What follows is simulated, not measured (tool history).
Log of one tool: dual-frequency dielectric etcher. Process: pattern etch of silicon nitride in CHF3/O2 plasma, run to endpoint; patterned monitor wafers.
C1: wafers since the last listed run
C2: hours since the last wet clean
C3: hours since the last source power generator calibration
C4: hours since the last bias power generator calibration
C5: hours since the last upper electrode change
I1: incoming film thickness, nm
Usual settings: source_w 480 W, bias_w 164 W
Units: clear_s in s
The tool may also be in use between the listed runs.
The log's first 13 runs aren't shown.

{"day": 25.312, "done": "wet clean of the chamber"}
{"run": 14, "day": 25.333, "source_w": 550, "bias_w": 145, "C1": 184, "C2": 0.5, "C3": 4105.0, "C4": 419.7, "C5": 291.9, "I1": 54.8, "clear_s": 40.5}
{"run": 15, "day": 27.058, "source_w": 480, "bias_w": 179, "C1": 386, "C2": 41.9, "C3": 4146.4, "C4": 461.1, "C5": 333.3, "I1": 54.3, "clear_s": 39.7}
{"run": 16, "day": 30.538, "source_w": 480, "bias_w": 197, "C1": 780, "C2": 125.4, "C3": 4229.9, "C4": 544.6, "C5": 416.8, "I1": 54.1, "clear_s": 39.0}
{"run": 17, "day": 33.388, "source_w": 590, "bias_w": 199, "C1": 639, "C2": 193.8, "C3": 4298.3, "C4": 613.0, "C5": 485.2, "I1": 54.3, "clear_s": 35.5}
{"run": 18, "day": 36.217, "source_w": 480, "bias_w": 164, "C1": 634, "C2": 261.7, "C3": 4366.2, "C4": 680.9, "C5": 553.1, "I1": 54.7, "clear_s": 41.6}
{"run": 19, "day": 38.279, "source_w": 480, "bias_w": 164, "C1": 462, "C2": 311.2, "C3": 4415.7, "C4": 730.4, "C5": 602.6, "I1": 54.4, "clear_s": 41.5}
{"run": 20, "day": 40.146, "source_w": 380, "bias_w": 164, "C1": 418, "C2": 356.0, "C3": 4460.5, "C4": 775.2, "C5": 647.4, "I1": 53.8, "clear_s": 46.4}
{"run": 21, "day": 41.908, "source_w": 520, "bias_w": 137, "C1": 395, "C2": 398.3, "C3": 4502.8, "C4": 817.5, "C5": 689.7, "I1": 55.0, "clear_s": 43.3}
{"day": 42.404, "done": "source power generator calibrated"}
{"run": 22, "day": 43.042, "source_w": 480, "bias_w": 203, "C1": 216, "C2": 425.5, "C3": 15.3, "C4": 844.7, "C5": 716.9, "I1": 54.0, "clear_s": 38.8}
{"run": 23, "day": 44.071, "source_w": 480, "bias_w": 164, "C1": 230, "C2": 450.2, "C3": 40.0, "C4": 869.4, "C5": 741.6, "I1": 54.5, "clear_s": 41.9}
{"day": 46.812, "done": "wet clean of the chamber"}
{"run": 24, "day": 46.833, "source_w": 480, "bias_w": 164, "C1": 395, "C2": 0.5, "C3": 106.3, "C4": 935.7, "C5": 807.9, "I1": 54.0, "clear_s": 40.5}
{"run": 25, "day": 49.067, "source_w": 520, "bias_w": 179, "C1": 500, "C2": 54.1, "C3": 159.9, "C4": 989.3, "C5": 861.5, "I1": 54.3, "clear_s": 38.4}
{"run": 26, "day": 50.067, "source_w": 480, "bias_w": 195, "C1": 224, "C2": 78.1, "C3": 183.9, "C4": 1013.3, "C5": 885.5, "I1": 54.3, "clear_s": 38.8}
{"run": 27, "day": 52.896, "source_w": 430, "bias_w": 130, "C1": 634, "C2": 146.0, "C3": 251.8, "C4": 1081.2, "C5": 953.4, "I1": 54.5, "clear_s": 47.0}
{"run": 28, "day": 56.25, "source_w": 550, "bias_w": 164, "C1": 752, "C2": 226.5, "C3": 332.3, "C4": 1161.7, "C5": 1033.9, "I1": 54.6, "clear_s": 39.2}
{"run": 29, "day": 58.283, "source_w": 580, "bias_w": 128, "C1": 455, "C2": 275.3, "C3": 381.1, "C4": 1210.5, "C5": 1082.7, "I1": 54.5, "clear_s": 41.6}
{"run": 30, "day": 60.638, "source_w": 480, "bias_w": 164, "C1": 527, "C2": 331.8, "C3": 437.6, "C4": 1267.0, "C5": 1139.2, "I1": 54.8, "clear_s": 42.3}
{"run": 31, "day": 62.121, "source_w": 430, "bias_w": 176, "C1": 332, "C2": 367.4, "C3": 473.2, "C4": 1302.6, "C5": 1174.8, "I1": 54.1, "clear_s": 42.9}
{"run": 32, "day": 63.754, "source_w": 480, "bias_w": 164, "C1": 366, "C2": 406.6, "C3": 512.4, "C4": 1341.8, "C5": 1214.0, "I1": 54.5, "clear_s": 42.3}
{"day": 66.712, "done": "wet clean of the chamber"}
{"run": 33, "day": 66.733, "source_w": 480, "bias_w": 164, "C1": 443, "C2": 0.5, "C3": 583.9, "C4": 1413.3, "C5": 1285.5, "I1": 54.6, "clear_s": 41.2}
{"run": 34, "day": 68.446, "source_w": 480, "bias_w": 164, "C1": 383, "C2": 41.6, "C3": 625.0, "C4": 1454.4, "C5": 1326.6, "I1": 54.2, "clear_s": 41.0}
{"run": 35, "day": 70.312, "source_w": 400, "bias_w": 141, "C1": 418, "C2": 86.4, "C3": 669.8, "C4": 1499.2, "C5": 1371.4, "I1": 54.4, "clear_s": 47.6}
{"run": 36, "day": 71.8, "source_w": 480, "bias_w": 199, "C1": 333, "C2": 122.1, "C3": 705.5, "C4": 1534.9, "C5": 1407.1, "I1": 54.2, "clear_s": 38.6}

3 ways to go on from here, each from the tool as it stands after run 36. What would each give?
{"run": "A", "day": 71.817, "source_w": 480, "bias_w": 180, "C1": 3, "C2": 122.5, "C3": 705.9, "C4": 1535.3, "C5": 1407.5, "I1": 54.7, "clear_s": "?"}
{"run": "B", "day": 71.817, "source_w": 550, "bias_w": 141, "C1": 3, "C2": 122.5, "C3": 705.9, "C4": 1535.3, "C5": 1407.5, "I1": 54.7, "clear_s": "?"}
{"run": "C", "day": 71.817, "source_w": 440, "bias_w": 194, "C1": 3, "C2": 122.5, "C3": 705.9, "C4": 1535.3, "C5": 1407.5, "I1": 54.7, "clear_s": "?"}

run=A clear_s=40.7
run=B clear_s=41.5
run=C clear_s=41.2
Without the tool's hidden state the same runs would have given:
run=A clear_s=40.4
run=B clear_s=41.2
run=C clear_s=40.9
